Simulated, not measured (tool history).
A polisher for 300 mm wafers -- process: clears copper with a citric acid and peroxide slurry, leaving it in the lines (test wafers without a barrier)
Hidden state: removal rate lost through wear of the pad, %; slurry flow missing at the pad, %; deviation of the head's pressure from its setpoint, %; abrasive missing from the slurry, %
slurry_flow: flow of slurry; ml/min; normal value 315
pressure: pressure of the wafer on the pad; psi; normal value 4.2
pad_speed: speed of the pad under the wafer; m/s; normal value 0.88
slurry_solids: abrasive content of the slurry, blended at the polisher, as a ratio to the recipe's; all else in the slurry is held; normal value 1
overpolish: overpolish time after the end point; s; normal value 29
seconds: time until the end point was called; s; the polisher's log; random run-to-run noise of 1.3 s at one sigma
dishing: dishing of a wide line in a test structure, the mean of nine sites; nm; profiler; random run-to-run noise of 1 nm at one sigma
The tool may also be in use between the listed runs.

run	hour	slurry_flow	pressure	pad_speed	slurry_solids	overpolish	wafers since the last listed run	wafers polished on this pad	hours since the slurry nozzle was cleaned	hours since the head pressure was calibrated	hours since the slurry blender was calibrated	incoming thickness of the incoming film, nm	seconds	dishing
1	0	315	4.2	0.88	1	29	0	233	598.5	425	49.3	228.5	95.8	45.4
2	8.3	315	4.2	0.88	1	29	90	323	606.8	433.3	57.6	222.8	94.8	46.5
3	24.1	315	4.2	0.88	1	29	172	496	622.6	449.1	73.4	225.5	95.1	45.9
4	31.1	315	5.2	0.88	1	29	76	572	629.6	456.1	80.4	224.7	80.2	53
5	39	315	5.2	0.88	1	29	86	659	637.5	464	88.3	224.8	78	51.4
6	46.4	315	5.4	1.08	1.2	29	80	739	644.9	471.4	95.7	225.3	61.5	63.7
# hour 57.9: head pressure recalibrated
7	60.2	315	4.8	0.88	1	29	128	868	658.7	2.3	109.5	226.5	89	49.8
8	72.4	210	2.8	0.88	1	29	133	1001	670.9	14.5	121.7	223.9	153	30.7
9	82.6	355	4.2	0.98	0.8	29	111	1113	681.1	24.7	131.9	224.8	94	46.1
10	89.2	385	5.4	0.88	0.75	19	72	1185	687.7	31.3	138.5	222.3	79.6	34.7
# hour 109.8: slurry nozzle cleaned
11	114.9	275	4.2	1.14	1.15	29	269	1455	5.1	57	164.2	227.1	76	54
# hour 119.1: worn pad replaced by a new one
12	120.9	315	5.5	0.88	1.1	44	21	19	11.1	63	170.2	224.3	68.6	82.3
13	138.1	315	4.2	0.88	1	29	187	207	28.3	80.2	187.4	221.7	88.1	46.5
14	144.8	315	3.7	1.16	1	29	73	280	35	86.9	194.1	224.8	80.4	51.4
15	152.4	215	4.2	0.88	1	29	82	363	42.6	94.5	201.7	226.3	93.4	44.6
16	169.9	315	4.2	0.88	1	29	191	554	60.1	112	219.2	225.3	91.4	45.5
17	196.3	210	2.8	0.88	1	29	288	843	86.5	138.4	245.6	223.3	139.4	30.7
18	202.4	315	3.7	0.64	0.85	36	66	909	92.6	144.5	251.7	223.5	137.6	40.4
19	219.8	315	4.2	0.88	1	29	189	1099	110	161.9	269.1	224.1	92.4	45.3
20	233.9	315	4.2	0.76	1	29	153	1253	124.1	176	283.2	225.9	106.3	40.6
# hour 244: worn pad replaced by a new one
21	250.1	315	4.2	0.88	1.15	25	133	66	140.3	192.2	299.4	229.6	87.8	43.3
22	264.5	315	4.2	0.88	1	29	157	223	154.7	206.6	313.8	226.3	92.3	47.7
23	277	315	4.2	0.8	1	29	136	359	167.2	219.1	326.3	226.5	101.6	42.7
24	287.4	275	4.2	0.88	1	29	113	473	177.6	229.5	336.7	227.9	95.7	45.8
# hour 299.9: slurry blender recalibrated
25	304.9	415	4.2	0.88	1	29	169	642	195.1	247	5	221.3	89.3	45.4
26	320.1	205	4.2	0.88	1	42	165	808	210.3	262.2	20.2	226.7	103.5	59.1
27	335.9	315	4.2	0.88	1	29	172	980	226.1	278	36	221.5	93.4	44.9
28	345.6	215	4.2	0.64	1	29	105	1086	235.8	287.7	45.7	221.3	126.9	33.7
29	359.3	315	5.4	1.08	1.2	29	149	1236	249.5	301.4	59.4	223.7	60.3	64.7

3 ways to go on from here, each from the tool as it stands after run 29. What would each give?
A	359.8	315	4.2	0.88	1	13	5	1241	250	301.9	59.9	225	?	?
B	359.8	315	4.2	0.72	1	41	5	1241	250	301.9	59.9	225	?	?
C	359.8	315	4.2	0.88	1.25	29	5	1241	250	301.9	59.9	225	?	?

run	seconds	dishing
A	91.8	22.1
B	108.6	52
C	88	46.5
With no hidden state in the tool, these same runs would have given:
run	seconds	dishing
A	83.9	24
B	99.2	55.9
C	80.5	50.1
